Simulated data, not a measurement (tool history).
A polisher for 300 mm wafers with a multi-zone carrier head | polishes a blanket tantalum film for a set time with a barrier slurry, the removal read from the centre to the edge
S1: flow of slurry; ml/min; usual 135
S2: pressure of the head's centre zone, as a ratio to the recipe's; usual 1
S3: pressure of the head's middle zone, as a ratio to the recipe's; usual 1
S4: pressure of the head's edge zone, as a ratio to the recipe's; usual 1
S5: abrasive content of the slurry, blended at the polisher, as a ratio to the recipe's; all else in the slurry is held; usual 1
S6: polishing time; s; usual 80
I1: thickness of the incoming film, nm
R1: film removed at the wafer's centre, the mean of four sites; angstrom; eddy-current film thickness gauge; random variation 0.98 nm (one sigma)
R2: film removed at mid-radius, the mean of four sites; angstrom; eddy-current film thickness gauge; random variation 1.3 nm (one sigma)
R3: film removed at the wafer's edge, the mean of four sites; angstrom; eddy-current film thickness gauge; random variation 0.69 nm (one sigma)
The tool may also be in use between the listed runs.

run 1 hour=0 | S1=135 S2=1 S3=1 S4=1 S5=0.9 S6=80 | I1=276.2 | R1=891 R2=965 R3=959
run 2 hour=67.4 | S1=135 S2=1 S3=1 S4=1 S5=1 S6=93 | I1=279.3 | R1=1077 R2=1102 R3=1131
-- hour=75.4 slurry nozzle cleaned
run 3 hour=98.9 | S1=135 S2=0.96 S3=1 S4=0.93 S5=1.15 S6=101 | I1=283.7 | R1=1170 R2=1250 R3=1221
run 4 hour=156.7 | S1=135 S2=1 S3=1 S4=1.1 S5=0.7 S6=80 | I1=283.7 | R1=847 R2=898 R3=930
run 5 hour=181.8 | S1=135 S2=1 S3=1 S4=1 S5=1 S6=80 | I1=278.2 | R1=932 R2=957 R3=980
run 6 hour=222.6 | S1=135 S2=1 S3=1 S4=0.95 S5=1 S6=59 | I1=280.3 | R1=676 R2=729 R3=707
-- hour=231.4 worn pad replaced by a new one
run 7 hour=278.2 | S1=135 S2=1 S3=1 S4=1 S5=1 S6=80 | I1=285.1 | R1=921 R2=962 R3=977
run 8 hour=307.5 | S1=135 S2=1 S3=1 S4=1 S5=1.15 S6=80 | I1=282.3 | R1=942 R2=989 R3=1025
run 9 hour=370.2 | S1=160 S2=0.9 S3=0.88 S4=1 S5=1.2 S6=80 | I1=279.2 | R1=891 R2=961 R3=1051
run 10 hour=420.8 | S1=135 S2=1 S3=1 S4=1 S5=1 S6=80 | I1=281.9 | R1=931 R2=945 R3=977
run 11 hour=465.7 | S1=135 S2=1 S3=1 S4=1 S5=1 S6=80 | I1=284.2 | R1=898 R2=980 R3=977

The next listed run, before its measurement:
run 12 hour=507.6 | S1=180 S2=1 S3=1 S4=1 S5=1 S6=92 | I1=276.8 | R1=? R2=? R3=?

Run 12 gave R1 1138 angstrom, R2 1158 angstrom, R3 1166 angstrom.
Without the tool's hidden state the same run would have given R1 1164 angstrom, R2 1158 angstrom, R3 1166 angstrom.

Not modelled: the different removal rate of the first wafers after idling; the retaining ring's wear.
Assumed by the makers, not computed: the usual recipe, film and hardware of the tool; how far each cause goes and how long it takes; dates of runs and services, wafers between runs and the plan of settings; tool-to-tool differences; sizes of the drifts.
